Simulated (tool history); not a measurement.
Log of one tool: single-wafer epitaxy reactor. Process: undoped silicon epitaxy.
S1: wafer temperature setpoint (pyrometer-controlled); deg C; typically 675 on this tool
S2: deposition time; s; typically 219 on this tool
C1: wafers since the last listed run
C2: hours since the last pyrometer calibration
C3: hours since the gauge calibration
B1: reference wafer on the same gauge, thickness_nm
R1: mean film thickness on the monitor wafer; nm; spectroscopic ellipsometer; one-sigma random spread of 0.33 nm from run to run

| run | hour | S1 | S2 | C1 | C2 | C3 | B1 | R1 |
|---|---|---|---|---|---|---|---|---|
| 1 | 0.0 | 675 | 247 | 0 | 1958.7 | 149.0 | 57.182 | 57.596 |
| 2 | 55.6 | 679 | 219 | 597 | 2014.3 | 204.6 | 57.193 | 54.562 |
| 3 | 108.3 | 679 | 219 | 566 | 2067.0 | 257.3 | 57.130 | 54.969 |
| 4 | 183.8 | 679 | 219 | 811 | 2142.5 | 332.8 | 57.084 | 54.887 |
| 5 | 284.3 | 675 | 219 | 1080 | 2243.0 | 433.3 | 57.069 | 49.677 |
|  | 307.5 | pyrometer calibrated |
| 6 | 372.6 | 675 | 219 | 863 | 65.1 | 521.6 | 57.256 | 56.199 |
| 7 | 473.4 | 675 | 219 | 1083 | 165.9 | 622.4 | 57.249 | 56.528 |
| 8 | 523.5 | 675 | 219 | 538 | 216.0 | 672.5 | 57.218 | 55.972 |
| 9 | 573.3 | 668 | 200 | 535 | 265.8 | 722.3 | 57.311 | 44.543 |
|  | 594.7 | gauge calibrated |
| 10 | 650.5 | 675 | 234 | 829 | 343.0 | 55.8 | 57.206 | 60.018 |
| 11 | 689.1 | 679 | 202 | 414 | 381.6 | 94.4 | 57.262 | 55.819 |
| 12 | 779.1 | 675 | 219 | 967 | 471.6 | 184.4 | 57.181 | 56.061 |
| 13 | 833.6 | 689 | 255 | 585 | 526.1 | 238.9 | 57.172 | 83.893 |
| 14 | 885.4 | 675 | 253 | 556 | 577.9 | 290.7 | 57.159 | 64.465 |
| 15 | 928.7 | 680 | 219 | 465 | 621.2 | 334.0 | 57.197 | 60.576 |

Consider 3 possible next runs. They are alternatives, not a sequence: every one starts from the tool as it was left by run 15. What does each give?
| A | 929.2 | 675 | 219 | 5 | 621.7 | 334.5 | ? | ? |
| B | 929.2 | 687 | 249 | 5 | 621.7 | 334.5 | ? | ? |
| C | 929.2 | 685 | 196 | 5 | 621.7 | 334.5 | ? | ? |

| run | B1 | R1 |
|---|---|---|
| A | 57.229 | 55.773 |
| B | 57.229 | 79.104 |
| C | 57.229 | 60.035 |
Without the tool's unlogged condition, the same runs would have read:
| run | R1 |
|---|---|
| A | 56.617 |
| B | 80.274 |
| C | 60.926 |

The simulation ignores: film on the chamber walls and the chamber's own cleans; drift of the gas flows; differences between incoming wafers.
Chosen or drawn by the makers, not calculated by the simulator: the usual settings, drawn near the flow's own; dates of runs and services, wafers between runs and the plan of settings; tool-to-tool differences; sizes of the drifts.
